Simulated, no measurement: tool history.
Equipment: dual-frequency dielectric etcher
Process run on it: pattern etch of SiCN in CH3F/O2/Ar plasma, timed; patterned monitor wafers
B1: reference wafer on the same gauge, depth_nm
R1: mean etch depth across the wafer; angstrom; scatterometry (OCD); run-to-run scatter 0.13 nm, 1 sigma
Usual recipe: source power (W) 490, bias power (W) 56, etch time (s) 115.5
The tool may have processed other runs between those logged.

run 1 day=0.000 | source_power_(W)=520 bias_power_(W)=56 etch_time_(s)=115.5 | B1=44.19 | R1=443.3
run 2 day=12.958 | source_power_(W)=520 bias_power_(W)=56 etch_time_(s)=115.5 | B1=44.16 | R1=443.5
-- day=13.958 wet clean of the chamber
run 3 day=16.350 | source_power_(W)=490 bias_power_(W)=45 etch_time_(s)=115.5 | B1=44.19 | R1=410.1
run 4 day=19.358 | source_power_(W)=490 bias_power_(W)=56 etch_time_(s)=115.5 | B1=44.22 | R1=434.0
run 5 day=23.558 | source_power_(W)=490 bias_power_(W)=56 etch_time_(s)=126.5 | B1=44.19 | R1=474.5
run 6 day=27.688 | source_power_(W)=490 bias_power_(W)=56 etch_time_(s)=115.5 | B1=44.19 | R1=433.8
run 7 day=30.446 | source_power_(W)=490 bias_power_(W)=56 etch_time_(s)=115.5 | B1=44.24 | R1=437.0
-- day=32.938 bias power generator calibrated
run 8 day=32.958 | source_power_(W)=490 bias_power_(W)=56 etch_time_(s)=115.5 | B1=44.21 | R1=434.9
-- day=35.450 wet clean of the chamber
run 9 day=44.300 | source_power_(W)=490 bias_power_(W)=56 etch_time_(s)=115.5 | B1=44.16 | R1=436.7
run 10 day=47.425 | source_power_(W)=490 bias_power_(W)=56 etch_time_(s)=115.5 | B1=44.23 | R1=436.0
run 11 day=50.588 | source_power_(W)=490 bias_power_(W)=56 etch_time_(s)=115.5 | B1=44.16 | R1=434.6
-- day=54.529 wet clean of the chamber
run 12 day=54.550 | source_power_(W)=490 bias_power_(W)=56 etch_time_(s)=115.5 | B1=44.18 | R1=438.2
run 13 day=58.279 | source_power_(W)=490 bias_power_(W)=56 etch_time_(s)=115.5 | B1=44.21 | R1=436.4
run 14 day=61.896 | source_power_(W)=490 bias_power_(W)=56 etch_time_(s)=107.5 | B1=44.23 | R1=407.3
run 15 day=64.379 | source_power_(W)=380 bias_power_(W)=65 etch_time_(s)=131.0 | B1=44.21 | R1=471.3
run 16 day=66.967 | source_power_(W)=490 bias_power_(W)=56 etch_time_(s)=95.0 | B1=44.18 | R1=360.7
run 17 day=69.438 | source_power_(W)=580 bias_power_(W)=43 etch_time_(s)=103.0 | B1=44.20 | R1=391.0
run 18 day=72.042 | source_power_(W)=490 bias_power_(W)=56 etch_time_(s)=115.5 | B1=44.18 | R1=439.5
-- day=74.392 wet clean of the chamber
run 19 day=76.000 | source_power_(W)=550 bias_power_(W)=67 etch_time_(s)=147.5 | B1=44.19 | R1=618.8
-- day=77.088 gauge calibrated
-- day=77.208 source power generator calibrated
run 20 day=78.592 | source_power_(W)=490 bias_power_(W)=56 etch_time_(s)=115.5 | B1=44.18 | R1=428.6
-- day=81.821 upper electrode replaced
run 21 day=81.954 | source_power_(W)=550 bias_power_(W)=67 etch_time_(s)=147.5 | B1=44.18 | R1=603.9
run 22 day=83.758 | source_power_(W)=450 bias_power_(W)=47 etch_time_(s)=115.5 | B1=44.17 | R1=396.9
run 23 day=85.504 | source_power_(W)=490 bias_power_(W)=56 etch_time_(s)=89.0 | B1=44.18 | R1=332.1
run 24 day=88.312 | source_power_(W)=490 bias_power_(W)=56 etch_time_(s)=115.5 | B1=44.19 | R1=428.3
-- day=94.838 wet clean of the chamber
run 25 day=101.146 | source_power_(W)=400 bias_power_(W)=50 etch_time_(s)=115.5 | B1=44.18 | R1=387.3
run 26 day=103.067 | source_power_(W)=440 bias_power_(W)=69 etch_time_(s)=139.5 | B1=44.17 | R1=531.6
run 27 day=105.758 | source_power_(W)=540 bias_power_(W)=45 etch_time_(s)=115.5 | B1=44.21 | R1=420.7
run 28 day=107.275 | source_power_(W)=490 bias_power_(W)=47 etch_time_(s)=115.5 | B1=44.19 | R1=411.3

Pick out some run-to-run changes in R1. Of each, how much would a tool without hidden state show as well, from the settings, what came in and chance, and how much is left for the hidden state and any gauge scatter not in both results compared?
The hidden state here: etch rate over this chamber's usual, %; source power that arrives over what is set, %; bias power that arrives over what is set, %; gauge reads high (%).
Run 18 -> 19: source power (W) 490 -> 550, bias power (W) 56 -> 67, etch time (s) 115.5 -> 147.5, wet clean of the chamber. R1 +179.3 angstrom: hidden state +4.5, all else +174.8.
Run 19 -> 20: source power (W) 550 -> 490, bias power (W) 67 -> 56, etch time (s) 147.5 -> 115.5, gauge calibrated, source power generator calibrated. R1 -190.2 angstrom: hidden state -13.7, all else -176.5.
Run 21 -> 22: source power (W) 550 -> 450, bias power (W) 67 -> 47, etch time (s) 147.5 -> 115.5. R1 -207.0 angstrom: hidden state -0.3, all else -206.7.
